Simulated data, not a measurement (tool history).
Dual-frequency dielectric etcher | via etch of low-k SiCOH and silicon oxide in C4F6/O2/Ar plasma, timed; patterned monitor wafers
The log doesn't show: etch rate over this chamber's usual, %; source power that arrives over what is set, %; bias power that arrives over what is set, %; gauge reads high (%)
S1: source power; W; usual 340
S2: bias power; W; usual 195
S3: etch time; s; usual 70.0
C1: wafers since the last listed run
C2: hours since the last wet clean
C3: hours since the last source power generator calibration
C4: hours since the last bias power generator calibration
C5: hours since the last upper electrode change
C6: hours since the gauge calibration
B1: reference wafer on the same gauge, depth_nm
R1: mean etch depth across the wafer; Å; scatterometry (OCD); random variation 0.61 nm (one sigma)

| run | day | S1 | S2 | S3 | C1 | C2 | C3 | C4 | C5 | C6 | B1 | R1 |
|---|---|---|---|---|---|---|---|---|---|---|---|---|
| 1 | 0.000 | 340 | 195 | 70.0 | 0 | 258.6 | 3616.4 | 2657.9 | 5229.2 | 601.2 | 151.1 | 1653 |
| 2 | 1.008 | 380 | 195 | 70.0 | 347 | 282.8 | 3640.6 | 2682.1 | 5253.4 | 625.4 | 151.2 | 1686 |
| 3 | 2.262 | 380 | 195 | 70.0 | 432 | 312.9 | 3670.7 | 2712.2 | 5283.5 | 655.5 | 150.8 | 1702 |
| 4 | 4.375 | 380 | 195 | 70.0 | 727 | 363.6 | 3721.4 | 2762.9 | 5334.2 | 706.2 | 151.4 | 1709 |
| 5 | 5.479 | 340 | 195 | 70.0 | 380 | 390.1 | 3747.9 | 2789.4 | 5360.7 | 732.7 | 150.9 | 1664 |
| 6 | 7.358 | 340 | 195 | 70.0 | 647 | 435.2 | 3793.0 | 2834.5 | 5405.8 | 777.8 | 150.8 | 1669 |
| 7 | 9.600 | 340 | 195 | 62.0 | 772 | 489.0 | 3846.8 | 2888.3 | 5459.6 | 831.6 | 151.0 | 1478 |
| 8 | 11.667 | 340 | 195 | 62.0 | 711 | 538.6 | 3896.4 | 2937.9 | 5509.2 | 881.2 | 150.9 | 1478 |
|  | 13.638 | wet clean of the chamber |
| 9 | 13.654 | 340 | 195 | 62.0 | 340 | 0.4 | 3944.1 | 2985.6 | 5556.9 | 928.9 | 150.9 | 1407 |
| 10 | 14.908 | 340 | 195 | 70.0 | 432 | 30.5 | 3974.2 | 3015.7 | 5587.0 | 959.0 | 151.0 | 1601 |
| 11 | 17.250 | 290 | 195 | 70.0 | 806 | 86.7 | 4030.4 | 3071.9 | 5643.2 | 1015.2 | 151.0 | 1546 |
| 12 | 18.479 | 340 | 226 | 70.0 | 423 | 116.2 | 4059.9 | 3101.4 | 5672.7 | 1044.7 | 150.7 | 1684 |
|  | 19.204 | gauge calibrated |
| 13 | 20.479 | 390 | 195 | 86.0 | 688 | 164.2 | 4107.9 | 3149.4 | 5720.7 | 30.6 | 151.0 | 2073 |
|  | 21.358 | source power generator calibrated |
|  | 21.562 | bias power generator calibrated |
|  | 21.750 | upper electrode replaced, of another model than before |
| 14 | 22.096 | 340 | 226 | 70.0 | 378 | 203.0 | 17.7 | 12.8 | 8.3 | 69.4 | 150.8 | 1721 |
| 15 | 23.438 | 340 | 218 | 70.0 | 462 | 235.2 | 49.9 | 45.0 | 40.5 | 101.6 | 150.8 | 1697 |
| 16 | 25.500 | 370 | 209 | 57.5 | 710 | 284.7 | 99.4 | 94.5 | 90.0 | 151.1 | 151.1 | 1426 |
| 17 | 28.050 | 340 | 231 | 70.0 | 878 | 345.9 | 160.6 | 155.7 | 151.2 | 212.3 | 151.0 | 1764 |

Forecast run 18:
| 18 | 29.108 | 340 | 195 | 59.0 | 364 | 371.3 | 186.0 | 181.1 | 176.6 | 237.7 | ? | ? |

Run 18 gave B1 151.1, R1 1389 Å.
Without the tool's hidden state the same run would have given R1 1346 Å.
